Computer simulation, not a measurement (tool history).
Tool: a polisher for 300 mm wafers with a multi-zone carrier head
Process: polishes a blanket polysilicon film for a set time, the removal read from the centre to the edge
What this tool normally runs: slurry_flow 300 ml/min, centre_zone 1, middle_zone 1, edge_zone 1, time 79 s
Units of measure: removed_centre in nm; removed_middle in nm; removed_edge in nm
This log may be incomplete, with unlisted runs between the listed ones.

| run | hour | slurry_flow | centre_zone | middle_zone | edge_zone | time | wafers since the last listed run | wafers polished on this pad | hours since the slurry nozzle was cleaned | hours since the centre zone pressure was calibrated | hours since the edge zone pressure was calibrated | hours since the carrier head's membrane was replaced | incoming thickness of the incoming film, nm | removed_centre | removed_middle | removed_edge |
|---|---|---|---|---|---|---|---|---|---|---|---|---|---|---|---|---|
| 1 | 0 | 300 | 1 | 1 | 1 | 93 | 0 | 920 | 325.3 | 147.1 | 150.1 | 1209.1 | 2319.4 | 464.3 | 460.5 | 456.3 |
|  | 60.3 | worn pad replaced by a new one |
|  | 89.7 | slurry nozzle cleaned |
| 2 | 97.8 | 300 | 1 | 1 | 1 | 93 | 484 | 190 | 8.1 | 244.9 | 247.9 | 1306.9 | 2346.1 | 486.1 | 474.8 | 472.5 |
| 3 | 205.3 | 300 | 1 | 1 | 1 | 79 | 561 | 751 | 115.6 | 352.4 | 355.4 | 1414.4 | 2386.3 | 394.4 | 395.5 | 393.9 |
|  | 272.3 | centre zone pressure recalibrated |
|  | 280.8 | worn pad replaced by a new one |
| 4 | 294.3 | 300 | 1 | 1 | 1 | 79 | 433 | 70 | 204.6 | 22 | 444.4 | 1503.4 | 2343.2 | 415.2 | 409.8 | 400.2 |
|  | 335.4 | edge zone pressure recalibrated |
| 5 | 382.3 | 300 | 1 | 0.95 | 1 | 79 | 449 | 519 | 292.6 | 110 | 46.9 | 1591.4 | 2394.2 | 403.4 | 384.8 | 393.9 |
| 6 | 485 | 300 | 1 | 0.95 | 1 | 79 | 536 | 1055 | 395.3 | 212.7 | 149.6 | 1694.1 | 2310.1 | 393.6 | 375.2 | 384.2 |
|  | 500.8 | slurry nozzle cleaned |
|  | 501.5 | worn pad replaced by a new one |
| 7 | 561.6 | 300 | 1 | 1 | 1 | 79 | 391 | 314 | 60.8 | 289.3 | 226.2 | 1770.7 | 2347.3 | 411.1 | 402.3 | 398.1 |
| 8 | 608.7 | 300 | 1 | 1 | 1 | 79 | 245 | 559 | 107.9 | 336.4 | 273.3 | 1817.8 | 2394.2 | 401.9 | 387 | 394.4 |
|  | 626.2 | carrier head's membrane replaced by a new one |
| 9 | 646.8 | 300 | 0.91 | 1.11 | 0.9 | 54 | 172 | 732 | 146 | 374.5 | 311.4 | 20.6 | 2328.6 | 249.3 | 286.4 | 253.4 |
|  | 699.8 | worn pad replaced by a new one |
|  | 709.2 | centre zone pressure recalibrated |
| 10 | 727.4 | 240 | 1.05 | 0.94 | 1 | 79 | 389 | 133 | 226.6 | 18.2 | 392 | 101.2 | 2373.5 | 423.2 | 384.2 | 398.5 |
| 11 | 766.2 | 300 | 1 | 1 | 1 | 93 | 202 | 336 | 265.4 | 57 | 430.8 | 140 | 2359.6 | 483.2 | 476 | 465.3 |
|  | 810.3 | edge zone pressure recalibrated |
| 12 | 831.8 | 215 | 1 | 1 | 1 | 79 | 332 | 668 | 331 | 122.6 | 21.5 | 205.6 | 2360.5 | 380.5 | 378.2 | 377.8 |
|  | 890.1 | slurry nozzle cleaned |
| 13 | 896.9 | 300 | 1 | 0.92 | 0.94 | 79 | 334 | 1003 | 6.8 | 187.7 | 86.6 | 270.7 | 2357.5 | 401 | 368.1 | 372.4 |
|  | 943 | worn pad replaced by a new one |
| 14 | 1068.1 | 300 | 1 | 1 | 1 | 105 | 873 | 653 | 178 | 358.9 | 257.8 | 441.9 | 2355.8 | 534.5 | 518.9 | 520.7 |

State the hidden condition of the tool at each of the runs:
slurry flow missing at the pad, %: 0 on each run
deviation of the centre zone's pressure from its setpoint, %: 0 on each run
deviation of the edge zone's pressure from its setpoint, %: 0 on each run
H1: removal rate lost through wear of the pad, %
| run | H1 |
|---|---|
| 1 | 6.65 |
| 2 | 3.23 |
| 3 | 6.32 |
| 4 | 1.41 |
| 5 | 5.35 |
| 6 | 6.58 |
| 7 | 4.24 |
| 8 | 5.63 |
| 9 | 6.25 |
| 10 | 2.19 |
| 11 | 4.1 |
| 12 | 5.69 |
| 13 | 6.32 |
| 14 | 6.08 |

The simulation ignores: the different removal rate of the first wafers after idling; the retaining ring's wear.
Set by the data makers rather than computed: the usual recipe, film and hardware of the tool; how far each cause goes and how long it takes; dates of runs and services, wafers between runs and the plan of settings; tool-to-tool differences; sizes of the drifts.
